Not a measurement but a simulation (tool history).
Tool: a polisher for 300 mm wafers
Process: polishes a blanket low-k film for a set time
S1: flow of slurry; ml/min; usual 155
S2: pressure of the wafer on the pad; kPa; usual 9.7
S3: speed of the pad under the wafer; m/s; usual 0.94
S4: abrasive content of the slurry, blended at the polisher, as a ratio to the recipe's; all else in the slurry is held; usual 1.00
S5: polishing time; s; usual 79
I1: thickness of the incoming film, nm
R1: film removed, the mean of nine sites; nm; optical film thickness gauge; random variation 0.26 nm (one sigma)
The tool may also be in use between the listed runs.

run	day	S1	S2	S3	S4	S5	I1	R1
1	0.000	155	9.7	0.94	1.00	79	547.4	22.8
# day 1.558: conditioning disc replaced and pad reconditioned
2	3.154	155	9.7	0.94	1.00	79	551.2	23.3
3	5.908	155	9.7	0.94	1.00	79	551.8	22.6
# day 6.779: slurry nozzle cleaned
4	7.538	155	9.7	1.08	1.00	79	555.2	28.5
# day 8.462: slurry blender recalibrated
# day 15.450: worn pad replaced by a new one
5	19.412	155	9.7	0.94	1.00	79	556.3	24.4
# day 21.575: conditioning disc replaced and pad reconditioned
6	23.650	155	9.7	0.94	1.00	79	546.9	24.0
7	27.192	155	9.7	0.94	1.00	79	546.7	24.3
8	30.696	155	9.7	0.94	1.00	79	561.9	23.9
# day 32.146: slurry blender recalibrated
9	33.283	155	9.7	0.94	1.00	79	559.1	24.0
# day 39.808: slurry nozzle cleaned
# day 40.038: worn pad replaced by a new one
# day 41.725: conditioning disc replaced and pad reconditioned
10	45.783	155	9.7	0.94	1.00	79	555.5	25.1
11	48.633	155	9.7	1.18	0.80	79	559.2	26.6
12	50.588	155	11.7	0.94	1.00	66	557.8	25.5
13	55.054	205	11.0	0.94	1.00	79	554.3	29.4
# day 58.100: head pressure recalibrated
# day 58.358: slurry blender recalibrated
# day 64.046: conditioning disc replaced and pad reconditioned
# day 64.842: worn pad replaced by a new one
14	66.875	155	6.2	0.94	1.00	66	547.1	12.7
15	68.721	155	9.7	0.94	1.00	79	550.6	22.6
16	71.979	180	9.7	0.94	1.00	79	548.5	23.5
# day 73.058: slurry nozzle cleaned
17	73.662	155	9.7	0.94	1.00	53	547.8	16.9
18	76.692	155	9.7	0.94	1.00	79	547.9	24.9
# day 80.196: slurry blender recalibrated
19	80.971	155	9.7	0.94	1.15	79	544.8	26.6
20	83.812	185	9.7	0.94	1.00	79	550.8	25.9
21	86.471	155	9.7	0.94	1.00	79	555.0	24.8
# day 87.492: worn pad replaced by a new one
# day 88.808: conditioning disc replaced and pad reconditioned
22	89.071	155	7.6	0.78	1.00	91	546.1	18.9
23	92.992	155	9.7	0.76	1.00	79	550.0	20.1
24	97.000	155	9.7	0.76	1.10	79	555.0	20.9
25	100.779	110	9.7	0.94	1.00	107	555.0	28.6

4 ways to go on from here, each from the tool as it stands after run 25. What would each give?
A	100.796	155	9.7	1.02	1.00	79	558.6	?
B	100.796	100	11.7	1.12	1.15	79	558.6	?
C	100.796	175	9.7	0.94	1.00	79	558.6	?
D	100.796	125	11.0	0.72	1.00	105	558.6	?

run	R1
A	24.6
B	29.5
C	23.8
D	26.5
Without the tool's hidden state the same runs would have given:
run	R1
A	26.8
B	33.6
C	25.6
D	29.4

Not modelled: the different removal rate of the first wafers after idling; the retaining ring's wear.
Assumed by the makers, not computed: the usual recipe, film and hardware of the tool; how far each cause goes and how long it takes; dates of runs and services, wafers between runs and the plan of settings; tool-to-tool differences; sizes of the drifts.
